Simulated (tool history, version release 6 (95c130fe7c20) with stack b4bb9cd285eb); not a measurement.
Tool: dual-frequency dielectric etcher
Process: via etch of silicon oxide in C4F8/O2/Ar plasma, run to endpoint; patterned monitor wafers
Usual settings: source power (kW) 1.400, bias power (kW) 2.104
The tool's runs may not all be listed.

run    hour  source power (kW)  bias power (kW)  incoming incoming film thickness, nm  endpoint time (s)
  1     0.0              1.400            2.104                                1754.9              380.4
  2    72.0              1.130            2.104                                1779.8              414.7
  3   140.0              1.130            2.104                                1753.4              407.2
  4   233.5              1.130            2.104                                1780.3              412.8
      333.4  -- wet clean of the chamber
  5   333.9              1.400            2.104                                1799.2              390.0
  6   393.0              1.400            2.104                                1758.2              378.3
  7   451.0              1.400            1.770                                1779.1              407.2
  8   539.6              1.400            1.770                                1763.4              403.7
  9   620.2              1.400            1.770                                1765.8              404.2
 10   696.0              1.400            2.104                                1790.4              387.1
      809.6  -- upper electrode replaced
 11   810.1              1.400            2.104                                1774.9              385.3
 12   830.9              1.300            2.104                                1757.0              390.9
      873.3  -- bias power generator calibrated
      876.2  -- wet clean of the chamber
 13   906.5              1.300            2.104                                1764.0              393.3
 14   974.1              1.300            2.104                                1760.2              388.2
 15  1028.2              1.400            1.863                                1791.3              405.5
 16  1115.1              1.400            2.557                                1771.2              353.3
 17  1179.8              1.710            2.561                                1768.3              332.8
 18  1225.3              1.400            2.104                                1770.6              380.6
 19  1295.0              1.060            2.627                                1772.0              387.0
 20  1334.4              1.510            1.766                                1753.5              391.9
     1405.7  -- wet clean of the chamber
     1413.2  -- source power generator calibrated
 21  1430.2              1.580            2.423                                1757.9              343.0
 22  1491.7              1.400            2.104                                1775.3              381.7
 23  1557.2              1.170            1.870                                1770.0              424.3
 24  1594.5              1.680            2.467                                1761.6              334.9
 25  1643.0              1.180            1.969                                1759.4              412.3
 26  1731.2              1.400            2.104                                1753.2              378.9
 27  1829.3              1.400            2.104                                1766.5              382.2
     1903.9  -- wet clean of the chamber
 28  1904.4              1.400            2.453                                1786.4              365.7
 29  1943.5              1.200            2.104                                1769.1              401.5
 30  2033.0              1.640            1.710                                1762.6              387.0

3 ways to go on from here, each from the tool as it stands after run 30. What would each give?
  A  2033.5              1.400            2.104                                1791.4                  ?
  B  2033.5              1.720            1.654                                1791.4                  ?
  C  2033.5              1.200            2.433                                1791.4                  ?

run  endpoint time (s)
  A              389.3
  B              394.8
  C              389.2
Without the tool's hidden state the same runs would have given:
run  endpoint time (s)
  A              389.3
  B              394.8
  C              389.2
